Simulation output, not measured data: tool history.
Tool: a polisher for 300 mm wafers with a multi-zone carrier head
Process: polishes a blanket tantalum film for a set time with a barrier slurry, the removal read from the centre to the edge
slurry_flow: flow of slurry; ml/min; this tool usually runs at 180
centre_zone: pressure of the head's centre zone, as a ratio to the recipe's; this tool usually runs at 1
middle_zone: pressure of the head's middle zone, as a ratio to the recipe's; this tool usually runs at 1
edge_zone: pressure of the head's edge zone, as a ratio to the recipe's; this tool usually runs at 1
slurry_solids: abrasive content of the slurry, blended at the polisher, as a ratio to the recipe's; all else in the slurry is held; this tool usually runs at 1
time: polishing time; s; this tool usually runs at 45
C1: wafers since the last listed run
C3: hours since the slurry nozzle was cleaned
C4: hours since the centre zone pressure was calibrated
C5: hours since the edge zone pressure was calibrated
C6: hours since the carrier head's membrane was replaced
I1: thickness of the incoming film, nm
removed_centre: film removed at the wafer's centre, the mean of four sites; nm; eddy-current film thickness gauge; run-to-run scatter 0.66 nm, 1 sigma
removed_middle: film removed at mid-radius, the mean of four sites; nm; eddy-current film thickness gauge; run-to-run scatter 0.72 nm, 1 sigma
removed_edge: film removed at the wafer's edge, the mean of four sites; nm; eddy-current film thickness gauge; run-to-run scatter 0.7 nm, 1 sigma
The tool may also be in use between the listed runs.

Run 1, hour 0: usual settings but centre_zone 0.89; C1 0; wafers polished on this pad 5265; C3 29.3; C4 926.4; C5 498.3; C6 914.4; I1 423.3. Result: removed_centre 61.6 nm, removed_middle 71.4 nm, removed_edge 71.2 nm.
Run 2, hour 40.4: usual settings but middle_zone 1.09, slurry_solids 0.85, time 38 s; C1 438; wafers polished on this pad 5703; C3 69.7; C4 966.8; C5 538.7; C6 954.8; I1 419.6. Result: removed_centre 57 nm, removed_middle 61.9 nm, removed_edge 57.8 nm.
At hour 111.8: edge zone pressure recalibrated.
At hour 115: carrier head's membrane replaced by a new one.
Run 3, hour 127.9: usual settings; C1 892; wafers polished on this pad 6595; C3 157.2; C4 1054.3; C5 16.1; C6 12.9; I1 410.8. Result: removed_centre 70.3 nm, removed_middle 71.3 nm, removed_edge 70.4 nm.
At hour 199.9: worn pad replaced by a new one, of another model than before.
Run 4, hour 226.5: usual settings; C1 1025; wafers polished on this pad 288; C3 255.8; C4 1152.9; C5 114.7; C6 111.5; I1 424.8. Result: removed_centre 73 nm, removed_middle 74.4 nm, removed_edge 73.6 nm.
Run 5, hour 292.3: usual settings but slurry_flow 220 ml/min, time 51 s; C1 713; wafers polished on this pad 1002; C3 321.6; C4 1218.7; C5 180.5; C6 177.3; I1 425.7. Result: removed_centre 86 nm, removed_middle 86.3 nm, removed_edge 86.9 nm.
Run 6, hour 372.5: usual settings; C1 869; wafers polished on this pad 1871; C3 401.8; C4 1298.9; C5 260.7; C6 257.5; I1 415.9. Result: removed_centre 71.4 nm, removed_middle 71.2 nm, removed_edge 71.8 nm.
Run 7, hour 429.6: usual settings; C1 619; wafers polished on this pad 2490; C3 458.9; C4 1356; C5 317.8; C6 314.6; I1 422.4. Result: removed_centre 71.8 nm, removed_middle 72.6 nm, removed_edge 72.2 nm.
Run 8, hour 488.7: usual settings but time 54 s; C1 640; wafers polished on this pad 3131; C3 518; C4 1415.1; C5 376.9; C6 373.7; I1 417.8. Result: removed_centre 83.5 nm, removed_middle 86.2 nm, removed_edge 85.8 nm.
At hour 537: centre zone pressure recalibrated.
Run 9, hour 595.9: usual settings; C1 1140; wafers polished on this pad 4272; C3 625.2; C4 58.9; C5 484.1; C6 480.9; I1 425.9. Result: removed_centre 69.7 nm, removed_middle 71.4 nm, removed_edge 72.7 nm.
At hour 664.6: slurry nozzle cleaned.
At hour 676.9: edge zone pressure recalibrated.
Run 10, hour 702.3: usual settings but centre_zone 0.92; C1 1121; wafers polished on this pad 5393; C3 37.7; C4 165.3; C5 25.4; C6 587.3; I1 418.7. Result: removed_centre 63.9 nm, removed_middle 72.1 nm, removed_edge 71.9 nm.
Run 11, hour 807: usual settings but middle_zone 0.96; C1 1135; wafers polished on this pad 6528; C3 142.4; C4 270; C5 130.1; C6 692; I1 413.6. Result: removed_centre 69.6 nm, removed_middle 69.8 nm, removed_edge 72.2 nm.
At hour 854.1: worn pad replaced by a new one.
Run 12, hour 881.5: usual settings but centre_zone 1.08, middle_zone 1.06, slurry_solids 1.15; C1 764; wafers polished on this pad 296; C3 216.9; C4 344.5; C5 204.6; C6 766.5; I1 419.9. Result: removed_centre 79.8 nm, removed_middle 80.6 nm, removed_edge 76.2 nm.
Run 13, hour 940.4: usual settings but centre_zone 1.03; C1 638; wafers polished on this pad 935; C3 275.8; C4 403.4; C5 263.5; C6 825.4; I1 415.1. Result: removed_centre 72.2 nm, removed_middle 71.5 nm, removed_edge 72.6 nm.
Run 14, hour 1048.3: usual settings but slurry_flow 220 ml/min, slurry_solids 1.2; C1 1169; wafers polished on this pad 2105; C3 383.7; C4 511.3; C5 371.4; C6 933.3; I1 410.7. Result: removed_centre 77.3 nm, removed_middle 79.4 nm, removed_edge 78.7 nm.
Run 15, hour 1131.4: usual settings but slurry_flow 240 ml/min, edge_zone 1.07, slurry_solids 0.8; C1 901; wafers polished on this pad 3006; C3 466.8; C4 594.4; C5 454.5; C6 1016.4; I1 421.5. Result: removed_centre 69 nm, removed_middle 71.8 nm, removed_edge 72 nm.
Run 16, hour 1219.8: usual settings; C1 958; wafers polished on this pad 3965; C3 555.2; C4 682.8; C5 542.9; C6 1104.8; I1 422. Result: removed_centre 68.6 nm, removed_middle 70.6 nm, removed_edge 71.8 nm.
At hour 1285: edge zone pressure recalibrated.
Run 17, hour 1299.6: usual settings; C1 843; wafers polished on this pad 4808; C3 635; C4 762.6; C5 14.6; C6 1184.6; I1 417.4. Result: removed_centre 69 nm, removed_middle 70.9 nm, removed_edge 69.5 nm.
Run 18, hour 1346.5: usual settings but slurry_flow 145 ml/min, centre_zone 0.96, time 34 s; C1 508; wafers polished on this pad 5317; C3 681.9; C4 809.5; C5 61.5; C6 1231.5; I1 417.4. Result: removed_centre 45.4 nm, removed_middle 48.4 nm, removed_edge 50.2 nm.
At hour 1380.1: carrier head's membrane replaced by a new one.
At hour 1404.4: worn pad replaced by a new one.
At hour 1412: slurry nozzle cleaned.
Run 19, hour 1418.6: usual settings but slurry_flow 160 ml/min, time 51 s; C1 673; wafers polished on this pad 143; C3 6.6; C4 881.6; C5 133.6; C6 38.5; I1 423.4. Result: removed_centre 76.9 nm, removed_middle 79.6 nm, removed_edge 81.6 nm.
Run 20, hour 1519.9: usual settings but edge_zone 0.96, slurry_solids 0.8; C1 1098; wafers polished on this pad 1241; C3 107.9; C4 982.9; C5 234.9; C6 139.8; I1 419.9. Result: removed_centre 67.2 nm, removed_middle 67.7 nm, removed_edge 66.7 nm.

Hidden condition of the tool, last listed run before each entry between runs versus first listed run after:
From run 2 to run 3: edge zone pressure recalibrated (hour 111.8); carrier head's membrane replaced by a new one (hour 115)
  removal rate lost through wear of the pad, %: 4.27 -> 4.38
  measured value less the no-hidden-state value, removed_centre: -2.5 -> -3.2 nm; removed_middle: -2.7 -> -3.3 nm; removed_edge: -2.6 -> -3.2 nm
From run 3 to run 4: worn pad replaced by a new one, of another model than before (hour 199.9)
  removal rate lost through wear of the pad, %: 4.38 -> 0.899
  measured value less the no-hidden-state value, removed_centre: -3.2 -> -0.7 nm; removed_middle: -3.3 -> -0.6 nm; removed_edge: -3.2 -> -0.7 nm
From run 8 to run 9: centre zone pressure recalibrated (hour 537)
  removal rate lost through wear of the pad, %: 3.67 -> 4.09
  measured value less the no-hidden-state value, removed_centre: -3.1 -> -2.9 nm; removed_middle: -3.3 -> -3 nm; removed_edge: -3.3 -> -3.1 nm
From run 9 to run 10: slurry nozzle cleaned (hour 664.6); edge zone pressure recalibrated (hour 676.9)
  removal rate lost through wear of the pad, %: 4.09 -> 4.34
  measured value less the no-hidden-state value, removed_centre: -2.9 -> -2.9 nm; removed_middle: -3 -> -3.2 nm; removed_edge: -3.1 -> -3.3 nm
From run 11 to run 12: worn pad replaced by a new one (hour 854.1)
  removal rate lost through wear of the pad, %: 4.49 -> 1.8
  measured value less the no-hidden-state value, removed_centre: -3.2 -> -1.5 nm; removed_middle: -3.3 -> -1.5 nm; removed_edge: -3.4 -> -1.4 nm
From run 16 to run 17: edge zone pressure recalibrated (hour 1285)
  removal rate lost through wear of the pad, %: 4.89 -> 5.12
  measured value less the no-hidden-state value, removed_centre: -3.6 -> -3.8 nm; removed_middle: -3.6 -> -3.9 nm; removed_edge: -3.7 -> -3.8 nm
From run 18 to run 19: carrier head's membrane replaced by a new one (hour 1380.1); worn pad replaced by a new one (hour 1404.4); slurry nozzle cleaned (hour 1412)
  removal rate lost through wear of the pad, %: 5.22 -> 0.423
  measured value less the no-hidden-state value, removed_centre: -2.5 -> -0.4 nm; removed_middle: -2.7 -> -0.3 nm; removed_edge: -2.7 -> -0.4 nm

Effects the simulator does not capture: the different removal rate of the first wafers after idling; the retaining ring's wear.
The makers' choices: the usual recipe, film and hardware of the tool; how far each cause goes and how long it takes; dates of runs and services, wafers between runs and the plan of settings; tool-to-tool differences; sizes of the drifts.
